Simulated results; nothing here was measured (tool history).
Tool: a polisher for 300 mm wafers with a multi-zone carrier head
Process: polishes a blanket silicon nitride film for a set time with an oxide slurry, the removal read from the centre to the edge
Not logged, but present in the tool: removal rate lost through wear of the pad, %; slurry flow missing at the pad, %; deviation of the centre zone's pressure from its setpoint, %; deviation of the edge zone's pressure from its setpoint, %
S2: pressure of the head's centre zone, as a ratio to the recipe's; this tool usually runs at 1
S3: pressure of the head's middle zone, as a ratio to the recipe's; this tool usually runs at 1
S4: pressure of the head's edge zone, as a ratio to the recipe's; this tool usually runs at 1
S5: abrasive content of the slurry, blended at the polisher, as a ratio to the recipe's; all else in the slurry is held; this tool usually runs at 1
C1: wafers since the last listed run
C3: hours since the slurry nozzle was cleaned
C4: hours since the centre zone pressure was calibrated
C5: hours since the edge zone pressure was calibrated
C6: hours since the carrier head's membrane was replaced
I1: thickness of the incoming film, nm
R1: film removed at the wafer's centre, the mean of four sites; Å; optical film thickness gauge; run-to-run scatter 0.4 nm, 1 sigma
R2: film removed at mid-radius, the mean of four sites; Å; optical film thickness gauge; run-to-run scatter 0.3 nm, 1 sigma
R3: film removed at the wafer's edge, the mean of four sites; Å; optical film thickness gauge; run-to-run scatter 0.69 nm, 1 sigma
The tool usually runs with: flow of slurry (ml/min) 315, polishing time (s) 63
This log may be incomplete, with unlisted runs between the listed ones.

Run 1, hour 0: usual settings; C1 0; wafers polished on this pad 412; C3 757.7; C4 1146.4; C5 398.1; C6 1715; I1 632.9. Result: R1 416 Å, R2 436 Å, R3 452 Å.
Run 2, hour 10.9: usual settings but polishing time (s) 72; C1 113; wafers polished on this pad 526; C3 768.6; C4 1157.3; C5 409; C6 1725.9; I1 643. Result: R1 477 Å, R2 502 Å, R3 515 Å.
At hour 25.4: worn pad replaced by a new one.
Run 3, hour 52.3: usual settings but polishing time (s) 72; C1 389; wafers polished on this pad 280; C3 810; C4 1198.7; C5 450.4; C6 1767.3; I1 635.6. Result: R1 487 Å, R2 500 Å, R3 514 Å.
Run 4, hour 64.2: usual settings but S4 1.06; C1 123; wafers polished on this pad 403; C3 821.9; C4 1210.6; C5 462.3; C6 1779.2; I1 629.7. Result: R1 424 Å, R2 442 Å, R3 463 Å.
At hour 71: slurry nozzle cleaned.
At hour 92.5: worn pad replaced by a new one, of another model than before.
Run 5, hour 99.6: usual settings but S4 1.06; C1 316; wafers polished on this pad 74; C3 28.6; C4 1246; C5 497.7; C6 1814.6; I1 633.4. Result: R1 445 Å, R2 454 Å, R3 483 Å.
Run 6, hour 110.5: usual settings; C1 113; wafers polished on this pad 187; C3 39.5; C4 1256.9; C5 508.6; C6 1825.5; I1 640.3. Result: R1 440 Å, R2 459 Å, R3 470 Å.
At hour 133: centre zone pressure recalibrated.
Run 7, hour 146.4: usual settings; C1 352; wafers polished on this pad 540; C3 75.4; C4 13.4; C5 544.5; C6 1861.4; I1 635.3. Result: R1 438 Å, R2 453 Å, R3 461 Å.
At hour 153.6: worn pad replaced by a new one.
Run 8, hour 155.5: usual settings; C1 53; wafers polished on this pad 20; C3 84.5; C4 22.5; C5 553.6; C6 1870.5; I1 625.2. Result: R1 436 Å, R2 454 Å, R3 455 Å.
At hour 173.8: carrier head's membrane replaced by a new one.
Run 9, hour 174.3: usual settings; C1 143; wafers polished on this pad 163; C3 103.3; C4 41.3; C5 572.4; C6 0.5; I1 633.2. Result: R1 437 Å, R2 450 Å, R3 462 Å.
Run 10, hour 189.3: usual settings; C1 156; wafers polished on this pad 319; C3 118.3; C4 56.3; C5 587.4; C6 15.5; I1 620.5. Result: R1 439 Å, R2 454 Å, R3 463 Å.
Run 11, hour 195.5: usual settings but S4 1.05, polishing time (s) 42; C1 64; wafers polished on this pad 384; C3 124.5; C4 62.5; C5 593.6; C6 21.7; I1 639.8. Result: R1 287 Å, R2 298 Å, R3 314 Å.
Run 12, hour 206.6: usual settings; C1 115; wafers polished on this pad 499; C3 135.6; C4 73.6; C5 604.7; C6 32.8; I1 629.1. Result: R1 427 Å, R2 441 Å, R3 458 Å.
At hour 214.3: edge zone pressure recalibrated.
Run 13, hour 217.6: usual settings but S3 0.97, S5 1.2; C1 93; wafers polished on this pad 593; C3 146.6; C4 84.6; C5 3.3; C6 43.8; I1 623. Result: R1 470 Å, R2 476 Å, R3 499 Å.
At hour 222.1: worn pad replaced by a new one.
Run 14, hour 225.5: usual settings but S2 0.9, S3 1.07; C1 40; wafers polished on this pad 35; C3 154.5; C4 92.5; C5 11.2; C6 51.7; I1 623.8. Result: R1 384 Å, R2 473 Å, R3 455 Å.
Run 15, hour 235: usual settings but S2 0.95, S3 1.04; C1 98; wafers polished on this pad 133; C3 164; C4 102; C5 20.7; C6 61.2; I1 636.2. Result: R1 402 Å, R2 462 Å, R3 457 Å.
Run 16, hour 244.6: usual settings; C1 99; wafers polished on this pad 233; C3 173.6; C4 111.6; C5 30.3; C6 70.8; I1 636.9. Result: R1 429 Å, R2 440 Å, R3 452 Å.
Run 17, hour 251.4: usual settings but S2 0.92, S5 0.75, polishing time (s) 73; C1 70; wafers polished on this pad 304; C3 180.4; C4 118.4; C5 37.1; C6 77.6; I1 634.6. Result: R1 377 Å, R2 428 Å, R3 430 Å.
Run 18, hour 262.8: usual settings but flow of slurry (ml/min) 270, S3 1.06, S4 0.94; C1 118; wafers polished on this pad 423; C3 191.8; C4 129.8; C5 48.5; C6 89; I1 622.1. Result: R1 401 Å, R2 442 Å, R3 420 Å.
Run 19, hour 271.7: usual settings; C1 92; wafers polished on this pad 515; C3 200.7; C4 138.7; C5 57.4; C6 97.9; I1 630.6. Result: R1 419 Å, R2 438 Å, R3 453 Å.
Run 20, hour 284.4: usual settings but flow of slurry (ml/min) 225; C1 132; wafers polished on this pad 647; C3 213.4; C4 151.4; C5 70.1; C6 110.6; I1 642.7. Result: R1 352 Å, R2 371 Å, R3 395 Å.
At hour 292.7: worn pad replaced by a new one.
Run 21, hour 296.2: usual settings but S4 1.06; C1 81; wafers polished on this pad 36; C3 225.2; C4 163.2; C5 81.9; C6 122.4; I1 622.3. Result: R1 421 Å, R2 433 Å, R3 466 Å.

Below are 4 alternative next runs, each starting from the tool's condition after run 21. Predict each:
Run A, hour 296.6: usual settings but polishing time (s) 57; C1 4; wafers polished on this pad 41; C3 225.6; C4 163.6; C5 82.3; C6 122.8; I1 622.6. Result: R1 ?, R2 ?, R3 ?.
Run B, hour 296.6: usual settings but S2 1.07, S4 0.93; C1 4; wafers polished on this pad 41; C3 225.6; C4 163.6; C5 82.3; C6 122.8; I1 622.6. Result: R1 ?, R2 ?, R3 ?.
Run C, hour 296.6: usual settings but S2 1.08, S5 1.15; C1 4; wafers polished on this pad 41; C3 225.6; C4 163.6; C5 82.3; C6 122.8; I1 622.6. Result: R1 ?, R2 ?, R3 ?.
Run D, hour 296.6: usual settings but S2 1.07; C1 4; wafers polished on this pad 41; C3 225.6; C4 163.6; C5 82.3; C6 122.8; I1 622.6. Result: R1 ?, R2 ?, R3 ?.

run   R1   R2   R3
  A  376  397  403
  B  445  439  430
  C  483  472  480
  D  445  439  446
With no hidden state in the tool, these same runs would have given:
run   R1   R2   R3
  A  408  427  426
  B  482  472  455
  C  524  508  507
  D  482  472  471
